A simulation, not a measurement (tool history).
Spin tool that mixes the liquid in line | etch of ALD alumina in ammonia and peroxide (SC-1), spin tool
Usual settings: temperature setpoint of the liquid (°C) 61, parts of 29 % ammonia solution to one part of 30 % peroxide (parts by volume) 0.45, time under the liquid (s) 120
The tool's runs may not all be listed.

run,day,temperature setpoint of the liquid (°C),parts of 29 % ammonia solution to one part of 30 % peroxide (parts by volume),time under the liquid (s),"read-back film thickness of the ALD alumina reference wafer, read on the same gauge (nm)",thickness taken off the ALD alumina on a monitor wafer (nm)
1,0,61,0.45,90,109.98,7.4
2,2.204,61,0.45,90,109.95,7.4
# day 2.721: new drum of ammonia solution connected
3,10.842,61,0.45,120,110,9.89
4,15.183,61,0.45,120,110.05,9.63
5,17.412,61,0.45,120,110,9.7
# day 18.558: ammonia flow meter replaced
6,21.412,53.5,0.45,120,110,6.34
# day 22.058: thermometer replaced
7,23.812,53.5,0.45,120,110.03,6.36
8,27.704,53.5,0.45,120,109.98,6.45
# day 29.575: heated supply line repaired
9,30.729,61,0.45,180,109.98,15.84
# day 31.017: gauge calibrated
10,32.288,56.5,0.55,120,110.06,8.65
11,34.121,54,0.5,180,109.99,11.21
12,38.396,53.5,0.45,120,110.01,7.11
# day 45.4: new drum of ammonia solution connected
# day 45.692: ammonia flow meter replaced
13,47.788,54,0.5,180,109.99,10.87
14,51.096,55.5,0.45,120,109.95,7.76
15,53.729,61,0.45,120,109.99,10.47
16,57.717,61,0.45,120,109.99,10.49
17,59.467,61,0.45,120,109.96,10.25
18,61.962,61,0.45,95,109.98,8.19
19,63.562,64.5,0.35,185,110.01,18.49
20,67.646,61,0.35,120,109.99,9.97
21,69.875,61,0.45,175,109.99,14.82
# day 73.017: ammonia flow meter replaced
22,73.833,61,0.45,145,110,12.32
23,75.946,61,0.55,120,109.97,10.14
24,77.571,56,0.3,145,110.02,9.03

5 ways to go on from here, each from the tool as it stands after run 24. What would each give?
A,77.592,64.5,0.45,120,?,?
B,77.592,69,0.45,160,?,?
C,77.592,54,0.45,70,?,?
D,77.592,61,0.55,90,?,?
E,77.592,61,0.3,55,?,?

run,"read-back film thickness of the ALD alumina reference wafer, read on the same gauge (nm)",thickness taken off the ALD alumina on a monitor wafer (nm)
A,110,12.1
B,110,20.15
C,110,4.09
D,110,7.74
E,110,4.47
Without the tool's hidden state the same runs would have given:
run,thickness taken off the ALD alumina on a monitor wafer (nm)
A,12.82
B,21.31
C,4.35
D,8.21
E,4.74
